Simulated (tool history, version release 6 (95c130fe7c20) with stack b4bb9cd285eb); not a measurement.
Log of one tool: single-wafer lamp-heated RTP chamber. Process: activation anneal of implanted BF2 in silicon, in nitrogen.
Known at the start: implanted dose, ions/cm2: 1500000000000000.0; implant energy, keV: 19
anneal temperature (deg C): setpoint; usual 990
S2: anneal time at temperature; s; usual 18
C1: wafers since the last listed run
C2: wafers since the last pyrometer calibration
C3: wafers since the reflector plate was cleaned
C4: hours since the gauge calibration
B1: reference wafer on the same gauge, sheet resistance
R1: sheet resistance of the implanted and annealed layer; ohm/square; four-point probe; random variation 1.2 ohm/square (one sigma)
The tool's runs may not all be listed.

{"run": 1, "hour": 0.0, "anneal temperature (deg C)": 969, "S2": 12, "C1": 0, "C2": 5400, "C3": 5522, "C4": 1551.4, "B1": 168.08, "R1": 230.03}
{"run": 2, "hour": 83.5, "anneal temperature (deg C)": 969, "S2": 12, "C1": 801, "C2": 6201, "C3": 6323, "C4": 1634.9, "B1": 167.82, "R1": 227.34}
{"run": 3, "hour": 170.7, "anneal temperature (deg C)": 969, "S2": 12, "C1": 836, "C2": 7038, "C3": 7160, "C4": 1722.1, "B1": 168.1, "R1": 225.45}
{"hour": 184.2, "done": "pyrometer window cleaned and pyrometer calibrated"}
{"run": 4, "hour": 210.3, "anneal temperature (deg C)": 1010, "S2": 14, "C1": 303, "C2": 250, "C3": 7463, "C4": 1761.7, "B1": 167.99, "R1": 168.16}
{"run": 5, "hour": 257.1, "anneal temperature (deg C)": 990, "S2": 18, "C1": 449, "C2": 699, "C3": 7912, "C4": 1808.5, "B1": 167.87, "R1": 186.44}
{"hour": 549.9, "done": "reflector plate cleaned"}
{"run": 6, "hour": 555.0, "anneal temperature (deg C)": 990, "S2": 18, "C1": 2782, "C2": 3481, "C3": 49, "C4": 2106.4, "B1": 167.99, "R1": 186.43}
{"run": 7, "hour": 637.0, "anneal temperature (deg C)": 1010, "S2": 10, "C1": 786, "C2": 4268, "C3": 836, "C4": 2188.4, "B1": 168.16, "R1": 176.87}
{"run": 8, "hour": 684.1, "anneal temperature (deg C)": 1010, "S2": 10, "C1": 452, "C2": 4720, "C3": 1288, "C4": 2235.5, "B1": 168.18, "R1": 176.34}
{"run": 9, "hour": 756.8, "anneal temperature (deg C)": 1010, "S2": 10, "C1": 697, "C2": 5418, "C3": 1985, "C4": 2308.2, "B1": 168.13, "R1": 175.09}
{"hour": 815.6, "done": "pyrometer window cleaned and pyrometer calibrated"}
{"run": 10, "hour": 844.0, "anneal temperature (deg C)": 990, "S2": 18, "C1": 760, "C2": 272, "C3": 2745, "C4": 2395.4, "B1": 168.02, "R1": 194.48}
{"run": 11, "hour": 942.3, "anneal temperature (deg C)": 990, "S2": 11, "C1": 943, "C2": 1215, "C3": 3689, "C4": 2493.7, "B1": 167.78, "R1": 202.42}
{"run": 12, "hour": 1021.3, "anneal temperature (deg C)": 990, "S2": 11, "C1": 758, "C2": 1973, "C3": 4447, "C4": 2572.7, "B1": 167.87, "R1": 203.57}
{"run": 13, "hour": 1102.0, "anneal temperature (deg C)": 990, "S2": 11, "C1": 774, "C2": 2748, "C3": 5221, "C4": 2653.4, "B1": 168.06, "R1": 201.38}
{"run": 14, "hour": 1163.0, "anneal temperature (deg C)": 990, "S2": 10, "C1": 585, "C2": 3333, "C3": 5807, "C4": 2714.4, "B1": 168.13, "R1": 203.54}
{"hour": 1227.7, "done": "gauge calibrated"}
{"run": 15, "hour": 1269.5, "anneal temperature (deg C)": 966, "S2": 18, "C1": 1022, "C2": 4355, "C3": 6829, "C4": 41.8, "B1": 167.82, "R1": 223.83}
{"run": 16, "hour": 1368.3, "anneal temperature (deg C)": 990, "S2": 7, "C1": 948, "C2": 5303, "C3": 7777, "C4": 140.6, "B1": 167.95, "R1": 207.55}
{"run": 17, "hour": 1474.6, "anneal temperature (deg C)": 968, "S2": 18, "C1": 1020, "C2": 6323, "C3": 8797, "C4": 246.9, "B1": 168.08, "R1": 217.25}
{"hour": 1515.6, "done": "pyrometer window cleaned and pyrometer calibrated"}
{"run": 18, "hour": 1527.7, "anneal temperature (deg C)": 990, "S2": 18, "C1": 432, "C2": 116, "C3": 9230, "C4": 300.0, "B1": 168.04, "R1": 189.14}
{"run": 19, "hour": 1588.2, "anneal temperature (deg C)": 982, "S2": 14, "C1": 580, "C2": 696, "C3": 9810, "C4": 360.5, "B1": 168.01, "R1": 208.94}
{"hour": 1648.6, "done": "reflector plate cleaned"}
{"run": 20, "hour": 1649.1, "anneal temperature (deg C)": 979, "S2": 23, "C1": 507, "C2": 1204, "C3": 5, "C4": 421.4, "B1": 167.99, "R1": 205.44}
{"run": 21, "hour": 1737.5, "anneal temperature (deg C)": 990, "S2": 18, "C1": 848, "C2": 2052, "C3": 853, "C4": 509.8, "B1": 167.91, "R1": 191.57}
{"run": 22, "hour": 1816.4, "anneal temperature (deg C)": 990, "S2": 18, "C1": 757, "C2": 2810, "C3": 1610, "C4": 588.7, "B1": 168.08, "R1": 187.4}
{"run": 23, "hour": 1875.6, "anneal temperature (deg C)": 972, "S2": 14, "C1": 568, "C2": 3378, "C3": 2178, "C4": 647.9, "B1": 168.15, "R1": 224.56}
{"run": 24, "hour": 1946.3, "anneal temperature (deg C)": 990, "S2": 18, "C1": 678, "C2": 4056, "C3": 2857, "C4": 718.6, "B1": 168.0, "R1": 186.52}
{"run": 25, "hour": 1993.9, "anneal temperature (deg C)": 1012, "S2": 11, "C1": 456, "C2": 4513, "C3": 3313, "C4": 766.2, "B1": 167.9, "R1": 171.98}
{"run": 26, "hour": 2075.9, "anneal temperature (deg C)": 1004, "S2": 26, "C1": 786, "C2": 5300, "C3": 4100, "C4": 848.2, "B1": 168.04, "R1": 151.5}
{"run": 27, "hour": 2134.1, "anneal temperature (deg C)": 990, "S2": 18, "C1": 558, "C2": 5859, "C3": 4659, "C4": 906.4, "B1": 168.16, "R1": 183.93}
{"hour": 2196.7, "done": "pyrometer window cleaned and pyrometer calibrated"}
{"run": 28, "hour": 2239.7, "anneal temperature (deg C)": 1002, "S2": 26, "C1": 936, "C2": 412, "C3": 5596, "C4": 1012.0, "B1": 168.01, "R1": 160.36}
{"run": 29, "hour": 2337.9, "anneal temperature (deg C)": 1015, "S2": 24, "C1": 942, "C2": 1354, "C3": 6538, "C4": 1110.2, "B1": 167.87, "R1": 144.35}
{"run": 30, "hour": 2427.0, "anneal temperature (deg C)": 1019, "S2": 11, "C1": 855, "C2": 2210, "C3": 7393, "C4": 1199.3, "B1": 168.11, "R1": 162.59}
{"run": 31, "hour": 2511.4, "anneal temperature (deg C)": 990, "S2": 18, "C1": 809, "C2": 3019, "C3": 8203, "C4": 1283.7, "B1": 167.83, "R1": 184.88}
{"run": 32, "hour": 2575.7, "anneal temperature (deg C)": 1015, "S2": 11, "C1": 617, "C2": 3637, "C3": 8820, "C4": 1348.0, "B1": 167.9, "R1": 164.64}
{"run": 33, "hour": 2647.9, "anneal temperature (deg C)": 1003, "S2": 26, "C1": 692, "C2": 4329, "C3": 9513, "C4": 1420.2, "B1": 167.8, "R1": 153.2}
{"run": 34, "hour": 2695.3, "anneal temperature (deg C)": 990, "S2": 28, "C1": 454, "C2": 4784, "C3": 9968, "C4": 1467.6, "B1": 167.91, "R1": 166.86}
{"hour": 2724.7, "done": "reflector plate cleaned"}
{"run": 35, "hour": 2747.0, "anneal temperature (deg C)": 990, "S2": 18, "C1": 419, "C2": 5204, "C3": 214, "C4": 1519.3, "B1": 168.06, "R1": 185.32}
{"run": 36, "hour": 2817.8, "anneal temperature (deg C)": 990, "S2": 15, "C1": 679, "C2": 5883, "C3": 893, "C4": 1590.1, "B1": 167.83, "R1": 188.54}

How the hidden state differs across the entries between the runs, from the last listed run before each to the first after it:
Between runs 3 and 4: pyrometer window cleaned and pyrometer calibrated (hour 184.2)
  true wafer temperature minus pyrometer reading, K: 5.69 -> 1.15; wafer temperature error from the tarnished reflector plate, K: 3.44 -> 3.59
  measured less the result without the state, R1: -14.96 -> -6.29 ohm/square
Between runs 5 and 6: reflector plate cleaned (hour 549.9)
  true wafer temperature minus pyrometer reading, K: 1.5 -> 3.75; wafer temperature error from the tarnished reflector plate, K: 3.77 -> 0.347
  measured less the result without the state, R1: -8.40 -> -6.48 ohm/square
Between runs 9 and 10: pyrometer window cleaned and pyrometer calibrated (hour 815.6)
  true wafer temperature minus pyrometer reading, K: 5.27 -> 0.697; wafer temperature error from the tarnished reflector plate, K: 1.12 -> 1.46
  measured less the result without the state, R1: -8.29 -> -3.53 ohm/square
Between runs 14 and 15: gauge calibrated (hour 1227.7)
  true wafer temperature minus pyrometer reading, K: 3.1 -> 3.91; wafer temperature error from the tarnished reflector plate, K: 2.69 -> 3.1
  measured less the result without the state, R1: -8.40 -> -12.36 ohm/square
Between runs 17 and 18: pyrometer window cleaned and pyrometer calibrated (hour 1515.6)
  true wafer temperature minus pyrometer reading, K: 5.45 -> 0.191; wafer temperature error from the tarnished reflector plate, K: 3.89 -> 4.1
  measured less the result without the state, R1: -16.33 -> -6.89 ohm/square
Between runs 19 and 20: reflector plate cleaned (hour 1648.6)
  true wafer temperature minus pyrometer reading, K: 0.647 -> 1.11; wafer temperature error from the tarnished reflector plate, K: 4.33 -> 0.569
  measured less the result without the state, R1: -8.01 -> -2.94 ohm/square
Between runs 27 and 28: pyrometer window cleaned and pyrometer calibrated (hour 2196.7)
  true wafer temperature minus pyrometer reading, K: 4.77 -> 0.912; wafer temperature error from the tarnished reflector plate, K: 2.44 -> 2.84
  measured less the result without the state, R1: -11.45 -> -5.49 ohm/square
Between runs 34 and 35: reflector plate cleaned (hour 2724.7)
  true wafer temperature minus pyrometer reading, K: 4.35 -> 4.74; wafer temperature error from the tarnished reflector plate, K: 4.6 -> 0.701
  measured less the result without the state, R1: -14.42 -> -8.62 ohm/square
